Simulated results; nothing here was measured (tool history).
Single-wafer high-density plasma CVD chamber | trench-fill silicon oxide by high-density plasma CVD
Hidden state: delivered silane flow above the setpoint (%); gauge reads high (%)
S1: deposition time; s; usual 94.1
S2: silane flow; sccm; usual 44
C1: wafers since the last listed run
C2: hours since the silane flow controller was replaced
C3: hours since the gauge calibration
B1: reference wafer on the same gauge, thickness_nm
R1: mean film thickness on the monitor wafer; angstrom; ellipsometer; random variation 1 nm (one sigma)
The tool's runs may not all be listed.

| run | hour | S1 | S2 | C1 | C2 | C3 | B1 | R1 |
|---|---|---|---|---|---|---|---|---|
| 1 | 0 | 94.1 | 44 | 0 | 1284.8 | 139 | 457.111 | 4069.06 |
| 2 | 14.4 | 94.1 | 44 | 279 | 1299.2 | 153.4 | 457.097 | 4067.9 |
| 3 | 39.2 | 104.3 | 47 | 481 | 1324 | 178.2 | 457.028 | 4815.23 |
| 4 | 62.3 | 104.3 | 47 | 448 | 1347.1 | 201.3 | 457.238 | 4805.38 |
| 5 | 77.2 | 94.1 | 44 | 289 | 1362 | 216.2 | 457.206 | 4052.18 |
| 6 | 97.9 | 94.1 | 44 | 401 | 1382.7 | 236.9 | 456.862 | 4079.32 |
| 7 | 120.5 | 94.1 | 44 | 438 | 1405.3 | 259.5 | 456.798 | 4055.72 |
| 8 | 153.7 | 94.1 | 44 | 644 | 1438.5 | 292.7 | 456.992 | 4060.64 |
| 9 | 179.1 | 81.4 | 39 | 492 | 1463.9 | 318.1 | 456.992 | 3134.77 |
| 10 | 267.2 | 94.1 | 44 | 1709 | 1552 | 406.2 | 456.764 | 4067.3 |
| 11 | 296.9 | 94.1 | 44 | 576 | 1581.7 | 435.9 | 456.854 | 4050.81 |
| 12 | 317.5 | 100.7 | 38 | 399 | 1602.3 | 456.5 | 456.899 | 3748.94 |
| 13 | 331.7 | 100.7 | 38 | 275 | 1616.5 | 470.7 | 456.867 | 3736.24 |
| 14 | 350.1 | 100.7 | 38 | 357 | 1634.9 | 489.1 | 457.245 | 3749.49 |
| 15 | 384.8 | 94.1 | 44 | 673 | 1669.6 | 523.8 | 456.971 | 4052.67 |
| 16 | 416.3 | 94.1 | 44 | 611 | 1701.1 | 555.3 | 457.052 | 4058.73 |
| 17 | 448.1 | 94.1 | 44 | 617 | 1732.9 | 587.1 | 457.078 | 4045.3 |
| 18 | 465.1 | 83.4 | 44 | 329 | 1749.9 | 604.1 | 457.341 | 3594.61 |
| 19 | 500.6 | 83.4 | 44 | 688 | 1785.4 | 639.6 | 456.82 | 3594.6 |
| 20 | 532.8 | 83.4 | 44 | 624 | 1817.6 | 671.8 | 456.946 | 3598.17 |
| 21 | 567.5 | 94.1 | 44 | 673 | 1852.3 | 706.5 | 456.805 | 4047.56 |
| 22 | 588.6 | 94.1 | 44 | 409 | 1873.4 | 727.6 | 456.993 | 4042.75 |
| 23 | 607.9 | 98.8 | 44 | 374 | 1892.7 | 746.9 | 456.84 | 4242.07 |
|  | 639.5 | gauge calibrated |
| 24 | 704.9 | 107.6 | 48 | 1882 | 1989.7 | 65.4 | 457.107 | 5032.01 |
| 25 | 733.9 | 112.2 | 41 | 562 | 2018.7 | 94.4 | 457.027 | 4482.67 |
| 26 | 762.2 | 83 | 52 | 549 | 2047 | 122.7 | 456.975 | 4218.29 |
| 27 | 785.5 | 100.2 | 49 | 452 | 2070.3 | 146 | 456.883 | 4782.42 |
| 28 | 811.2 | 81.5 | 38 | 498 | 2096 | 171.7 | 457.328 | 3027.71 |
| 29 | 841.6 | 80.5 | 38 | 589 | 2126.4 | 202.1 | 457.043 | 2972.7 |
|  | 893.9 | silane flow controller replaced |
| 30 | 906.6 | 81.5 | 38 | 1106 | 12.7 | 267.1 | 456.968 | 3087.27 |
| 31 | 939.2 | 103.7 | 36 | 632 | 45.3 | 299.7 | 456.773 | 3708.25 |
| 32 | 962.3 | 94.1 | 49 | 448 | 68.4 | 322.8 | 456.953 | 4589.13 |
| 33 | 978.5 | 77.6 | 42 | 314 | 84.6 | 339 | 457.013 | 3251.07 |
| 34 | 1010.9 | 105.2 | 36 | 628 | 117 | 371.4 | 456.868 | 3769.01 |
| 35 | 1046.1 | 102.6 | 44 | 683 | 152.2 | 406.6 | 457.035 | 4477.8 |
| 36 | 1075.6 | 94.1 | 35 | 572 | 181.7 | 436.1 | 457.051 | 3265.05 |
| 37 | 1090.4 | 94.1 | 44 | 287 | 196.5 | 450.9 | 457.139 | 4132.9 |
| 38 | 1123 | 101.9 | 44 | 632 | 229.1 | 483.5 | 456.959 | 4447.64 |
| 39 | 1148.5 | 94.1 | 44 | 494 | 254.6 | 509 | 457 | 4118.8 |
| 40 | 1168.9 | 94.1 | 44 | 395 | 275 | 529.4 | 456.786 | 4106.08 |
| 41 | 1202.9 | 94.1 | 38 | 659 | 309 | 563.4 | 457.107 | 3548.97 |
| 42 | 1277 | 110.8 | 50 | 1438 | 383.1 | 637.5 | 457.26 | 5471.76 |
| 43 | 1307.7 | 94.1 | 44 | 595 | 413.8 | 668.2 | 457.039 | 4095.12 |
| 44 | 1324.7 | 81.5 | 38 | 329 | 430.8 | 685.2 | 457.17 | 3075.28 |
| 45 | 1338 | 94.1 | 44 | 258 | 444.1 | 698.5 | 457.02 | 4089.79 |

The same runs without the tool's hidden state, with the same run-to-run variation:
| run | R1 |
|---|---|
| 1 | 4124.76 |
| 2 | 4124.26 |
| 3 | 4883.3 |
| 4 | 4874.59 |
| 5 | 4111.23 |
| 6 | 4139.72 |
| 7 | 4116.83 |
| 8 | 4123.36 |
| 9 | 3184.1 |
| 10 | 4135.42 |
| 11 | 4120.03 |
| 12 | 3813.9 |
| 13 | 3801.58 |
| 14 | 3815.86 |
| 15 | 4126.02 |
| 16 | 4133.66 |
| 17 | 4121.47 |
| 18 | 3662.99 |
| 19 | 3664.45 |
| 20 | 3669.43 |
| 21 | 4129.35 |
| 22 | 4125.42 |
| 23 | 4329.76 |
| 24 | 5141.68 |
| 25 | 4581.88 |
| 26 | 4313.04 |
| 27 | 4891.13 |
| 28 | 3097.44 |
| 29 | 3042.21 |
| 30 | 3090.59 |
| 31 | 3713.6 |
| 32 | 4596.92 |
| 33 | 3257.18 |
| 34 | 3777.45 |
| 35 | 4489.59 |
| 36 | 3274.72 |
| 37 | 4145.83 |
| 38 | 4463.17 |
| 39 | 4134.35 |
| 40 | 4122.53 |
| 41 | 3564.53 |
| 42 | 5500.3 |
| 43 | 4117.89 |
| 44 | 3092.97 |
| 45 | 4113.92 |

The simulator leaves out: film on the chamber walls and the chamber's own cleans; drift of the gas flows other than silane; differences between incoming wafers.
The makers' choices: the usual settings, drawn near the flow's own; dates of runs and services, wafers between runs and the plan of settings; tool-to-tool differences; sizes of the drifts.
